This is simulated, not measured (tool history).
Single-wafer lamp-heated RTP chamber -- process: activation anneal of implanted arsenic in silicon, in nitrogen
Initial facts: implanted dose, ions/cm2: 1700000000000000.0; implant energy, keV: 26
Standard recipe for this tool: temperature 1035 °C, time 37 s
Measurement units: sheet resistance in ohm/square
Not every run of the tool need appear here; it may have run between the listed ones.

run     day  temperature  time  wafers since the last listed run  wafers since the last pyrometer calibration  wafers since the reflector plate was cleaned  hours since the gauge calibration  read-back reference wafer on the same gauge, sheet resistance  sheet resistance
  1       0         1035    37                                 0                                         1379                                          4345                                448                                                          69.36             77.65
  2    1.05         1035    37                               166                                         1545                                          4511                              473.2                                                          69.37             77.56
  3   1.796         1035    37                               118                                         1663                                          4629                              491.1                                                          69.43             77.68
  4   2.979         1035    37                               187                                         1850                                          4817                              519.5                                                           69.4             78.24
  5   4.121         1035    37                               180                                         2031                                          4997                              546.9                                                          69.42             78.07
  6   4.746         1035    53                                98                                         2130                                          5096                              561.9                                                          69.37             74.35
  7   9.238         1035    53                               710                                         2841                                          5807                              669.7                                                          69.39             74.42
  8  10.379         1035    53                               180                                         3022                                          5988                              697.1                                                          69.45              74.5
  9  11.254         1035    37                               138                                         3160                                          6126                              718.1                                                          69.36             77.53
 10  12.471         1035    37                               192                                         3353                                          6319                              747.3                                                          69.41             77.51
 11  13.821         1035    49                               213                                         3567                                          6533                              779.7                                                          69.38             74.93
 12  15.008         1035    49                               187                                         3754                                          6721                              808.2                                                          69.45             74.67
 13  16.275         1035    49                               200                                         3955                                          6921                              838.6                                                           69.4             74.93
 14  17.242         1035    37                               153                                         4108                                          7074                              861.8                                                          69.42             77.71
     17.971  -- reflector plate cleaned
     18.238  -- pyrometer window cleaned and pyrometer calibrated
 15  21.496         1035    37                               578                                          516                                           516                              963.9                                                          69.39             76.52
 16  22.471         1035    37                               154                                          670                                           670                              987.3                                                           69.4             76.65
 17  23.417         1035    37                               149                                          820                                           820                               1010                                                           69.4             76.36
     24.775  -- reflector plate cleaned, repeated, since the last time left the tool worse
 18  24.796         1019    21                               165                                          985                                             3                             1043.1                                                          69.39             89.53
 19    25.5         1035    37                               111                                         1097                                           115                               1060                                                          69.39             78.93
 20  26.621         1013    29                               177                                         1274                                           292                             1086.9                                                          69.41                88
 21  27.833         1035    55                               191                                         1466                                           484                               1116                                                          69.41             74.27
 22  29.092         1035    37                               199                                         1665                                           683                             1146.2                                                          69.45             78.48
     29.358  -- gauge calibrated
 23  30.229         1052    43                               180                                         1845                                           863                               20.9                                                          69.37             72.65
 24  32.888         1048    54                               420                                         2266                                          1284                               84.7                                                          69.43             71.19
 25  34.346         1035    37                               230                                         2497                                          1515                              119.7                                                          69.38             78.17
 26  34.975         1035    37                                99                                         2596                                          1614                              134.8                                                          69.41             78.28
 27   37.05         1021    49                               328                                         2925                                          1943                              184.6                                                          69.43             79.81
 28  38.404         1035    37                               214                                         3139                                          2157                              217.1                                                          69.39             78.24
 29   39.55         1035    43                               181                                         3321                                          2339                              244.6                                                          69.37             75.88
 30  40.462         1035    27                               144                                         3465                                          2483                              266.5                                                          69.39             81.74
 31  41.846         1026    20                               218                                         3684                                          2702                              299.7                                                          69.37             87.57
 32   42.55         1035    37                               111                                         3795                                          2813                              316.6                                                           69.4             77.38
 33  43.375         1011    37                               130                                         3926                                          2944                              336.4                                                          69.38             85.08
 34  44.271         1035    19                               141                                         4068                                          3086                              357.9                                                          69.42             85.16
 35  45.467         1035    37                               189                                         4257                                          3275                              386.6                                                          69.42             78.37
     46.154  -- pyrometer window cleaned and pyrometer calibrated
 36  46.912         1015    37                               176                                          119                                          3451                              421.3                                                          69.42             84.01
 37  48.017         1023    46                               174                                          294                                          3626                              447.8                                                          69.39             79.12
 38  49.138         1009    46                               177                                          471                                          3803                              474.7                                                          69.41             83.11

Below are 3 alternative next runs, each starting from the tool's condition after run 38. Predict each:
  A  49.154         1035    50                                 2                                          474                                          3806                              475.1                                                              ?                 ?
  B  49.154         1020    53                                 2                                          474                                          3806                              475.1                                                              ?                 ?
  C  49.154         1035    17                                 2                                          474                                          3806                              475.1                                                              ?                 ?

run  read-back reference wafer on the same gauge, sheet resistance  sheet resistance
  A                                                          69.39             74.66
  B                                                          69.39             78.19
  C                                                          69.39             86.22
The same runs, with their run-to-run variation unchanged, on a tool lacking any hidden condition would have given:
run  sheet resistance
  A             75.93
  B             79.59
  C             87.53
